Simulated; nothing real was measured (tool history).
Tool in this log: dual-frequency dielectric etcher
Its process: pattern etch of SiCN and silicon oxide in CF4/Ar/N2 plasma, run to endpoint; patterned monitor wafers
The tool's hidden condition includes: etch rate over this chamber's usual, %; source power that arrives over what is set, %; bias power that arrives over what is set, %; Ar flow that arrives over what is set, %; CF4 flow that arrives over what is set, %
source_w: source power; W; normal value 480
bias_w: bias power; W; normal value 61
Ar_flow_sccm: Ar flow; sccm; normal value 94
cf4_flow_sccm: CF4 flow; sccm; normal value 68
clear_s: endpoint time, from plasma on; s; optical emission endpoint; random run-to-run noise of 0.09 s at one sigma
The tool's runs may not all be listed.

run,hour,source_w,bias_w,Ar_flow_sccm,cf4_flow_sccm,wafers since the last listed run,hours since the last wet clean,hours since the last source power generator calibration,hours since the last bias power generator calibration,hours since the last Ar flow controller change,hours since the last CF4 flow controller change,hours since the last upper electrode change,"incoming incoming film thickness, nm",clear_s
1,0,430,61,94,68,0,410.5,2538.1,4126,3279.4,3203.3,3012,9.4,14.8
# hour 34.4: wet clean of the chamber
2,34.9,480,61,94,68,122,0.5,2573,4160.9,3314.3,3238.2,3046.9,9.38,12.3
3,45.7,480,61,94,68,121,11.3,2583.8,4171.7,3325.1,3249,3057.7,9.39,12.6
4,80.8,480,61,118,68,394,46.4,2618.9,4206.8,3360.2,3284.1,3092.8,9.47,13.1
5,102.1,480,61,114,82,239,67.7,2640.2,4228.1,3381.5,3305.4,3114.1,9.44,12.6
# hour 130: Ar flow controller replaced
6,130.5,480,61,94,68,251,96.1,2668.6,4256.5,0.5,3333.8,3142.5,9.37,12.6
# hour 141.4: source power generator calibrated
7,157.1,440,56,79,57,253,122.7,15.7,4283.1,27.1,3360.4,3169.1,9.41,14.8
8,171.3,480,61,94,80,159,136.9,29.9,4297.3,41.3,3374.6,3183.3,9.3,12.4
9,186.9,600,61,94,60,175,152.5,45.5,4312.9,56.9,3390.2,3198.9,9.37,10.8
10,215.2,560,61,94,68,317,180.8,73.8,4341.2,85.2,3418.5,3227.2,9.43,11.4
11,229.4,480,61,94,68,159,195,88,4355.4,99.4,3432.7,3241.4,9.41,12.8
12,254.1,420,69,94,68,277,219.7,112.7,4380.1,124.1,3457.4,3266.1,9.32,13.7
# hour 261.5: bias power generator calibrated
# hour 285.4: upper electrode replaced
13,285.9,390,70,94,68,43,251.5,144.5,24.4,155.9,3489.2,0.5,9.36,14.6
14,310,480,48,94,77,270,275.6,168.6,48.5,180,3513.3,24.6,9.44,14.4
15,322,480,61,116,68,134,287.6,180.6,60.5,192,3525.3,36.6,9.33,13.2
# hour 345.3: CF4 flow controller replaced
# hour 379: wet clean of the chamber
16,379.5,370,72,94,54,308,0.5,238.1,118,249.5,34.2,94.1,9.4,15.1
17,388.4,540,61,94,68,99,9.4,247,126.9,258.4,43.1,103,9.35,11.2
18,416.4,480,61,94,68,314,37.4,275,154.9,286.4,71.1,131,9.42,12.6
19,448.4,370,56,112,81,359,69.4,307,186.9,318.4,103.1,163,9.42,16.7
20,478.5,430,56,94,74,337,99.5,337.1,217,348.5,133.2,193.1,9.46,14.7
21,545.9,410,61,94,68,756,166.9,404.5,284.4,415.9,200.6,260.5,9.43,14.8
22,572.5,480,61,94,68,298,193.5,431.1,311,442.5,227.2,287.1,9.44,12.9
23,591.5,480,61,108,68,213,212.5,450.1,330,461.5,246.2,306.1,9.33,13.3
24,619.1,390,68,82,68,309,240.1,477.7,357.6,489.1,273.8,333.7,9.43,14.6
25,654.8,380,68,106,68,400,275.8,513.4,393.3,524.8,309.5,369.4,9.37,15.6

Hidden condition of the tool, last listed run before each entry between runs versus first listed run after:
In the gap between runs 1 and 2: wet clean of the chamber (hour 34.4)
  etch rate over this chamber's usual, %: -5.75 -> 0.0834
  measured less the result without the state, clear_s: +0.9 -> +0 s
In the gap between runs 5 and 6: Ar flow controller replaced (hour 130)
  etch rate over this chamber's usual, %: -0.808 -> -1.19
  measured less the result without the state, clear_s: +0.1 -> +0.2 s
In the gap between runs 6 and 7: source power generator calibrated (hour 141.4)
  etch rate over this chamber's usual, %: -1.19 -> -1.54
  measured less the result without the state, clear_s: +0.2 -> +0.3 s
In the gap between runs 12 and 13: bias power generator calibrated (hour 261.5); upper electrode replaced (hour 285.4)
  etch rate over this chamber's usual, %: -2.83 -> -3.25
  measured less the result without the state, clear_s: +0.4 -> +0.5 s
In the gap between runs 15 and 16: CF4 flow controller replaced (hour 345.3); wet clean of the chamber (hour 379)
  etch rate over this chamber's usual, %: -3.73 -> -0.27
  measured less the result without the state, clear_s: +0.5 -> +0 s

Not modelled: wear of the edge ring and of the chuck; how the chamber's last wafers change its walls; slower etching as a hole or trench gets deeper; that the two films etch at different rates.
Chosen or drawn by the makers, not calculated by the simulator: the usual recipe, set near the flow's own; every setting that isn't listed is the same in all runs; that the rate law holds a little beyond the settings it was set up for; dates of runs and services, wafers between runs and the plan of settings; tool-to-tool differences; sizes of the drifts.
